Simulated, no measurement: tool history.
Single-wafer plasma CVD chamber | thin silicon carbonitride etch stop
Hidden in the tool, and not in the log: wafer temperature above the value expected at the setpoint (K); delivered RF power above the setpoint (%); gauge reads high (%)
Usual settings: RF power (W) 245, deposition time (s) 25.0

run	hour	RF power (W)	deposition time (s)	wafers since the last listed run	hours since the last thermocouple change	hours since the last RF generator calibration	hours since the showerhead was replaced	hours since the gauge calibration	read-back reference wafer on the same gauge, thickness_nm	mean film thickness on the monitor wafer (angstrom)
1	0.0	245	25.0	0	1761.2	866.6	2211.3	3188.2	16.506	137.51
2	46.0	245	25.0	900	1807.2	912.6	2257.3	3234.2	16.508	136.94
3	142.6	245	26.1	1890	1903.8	1009.2	2353.9	3330.8	16.515	143.40
4	225.7	245	26.1	1626	1986.9	1092.3	2437.0	3413.9	16.490	142.48
5	271.1	245	26.1	888	2032.3	1137.7	2482.4	3459.3	16.495	143.02
6	358.5	245	25.0	1710	2119.7	1225.1	2569.8	3546.7	16.497	136.78
7	417.9	245	25.0	1162	2179.1	1284.5	2629.2	3606.1	16.505	136.73
8	478.8	245	25.0	1192	2240.0	1345.4	2690.1	3667.0	16.506	135.24
9	520.8	260	25.0	822	2282.0	1387.4	2732.1	3709.0	16.505	139.58
10	597.2	260	25.0	1495	2358.4	1463.8	2808.5	3785.4	16.503	140.78
11	673.7	245	25.0	1497	2434.9	1540.3	2885.0	3861.9	16.497	135.40
12	714.5	245	25.0	798	2475.7	1581.1	2925.8	3902.7	16.491	135.71
13	751.8	245	25.0	730	2513.0	1618.4	2963.1	3940.0	16.477	135.61
14	830.1	290	25.0	1532	2591.3	1696.7	3041.4	4018.3	16.501	147.23
# hour 836.9: gauge calibrated
15	899.7	245	25.0	1362	2660.9	1766.3	3111.0	62.8	16.503	135.95
# hour 916.1: RF generator calibrated
16	982.2	245	26.1	1458	2743.4	66.1	3193.5	145.3	16.499	145.18
17	1042.5	260	27.2	1180	2803.7	126.4	3253.8	205.6	16.502	154.56
# hour 1252.6: thermocouple changed; heater temperature recalibrated
18	1291.5	245	27.3	4717	38.9	375.4	3502.8	454.6	16.496	150.86
19	1368.6	200	26.8	1509	116.0	452.5	3579.9	531.7	16.513	132.75

The next listed run, before its measurement:
20	1461.8	245	28.3	1824	209.2	545.7	3673.1	624.9	?	?

{"run 20": {"read-back reference wafer on the same gauge, thickness_nm": 16.492, "mean film thickness on the monitor wafer (angstrom)": 156.06}}
Without the tool's hidden state the same run would have given mean film thickness on the monitor wafer (angstrom) 158.09.

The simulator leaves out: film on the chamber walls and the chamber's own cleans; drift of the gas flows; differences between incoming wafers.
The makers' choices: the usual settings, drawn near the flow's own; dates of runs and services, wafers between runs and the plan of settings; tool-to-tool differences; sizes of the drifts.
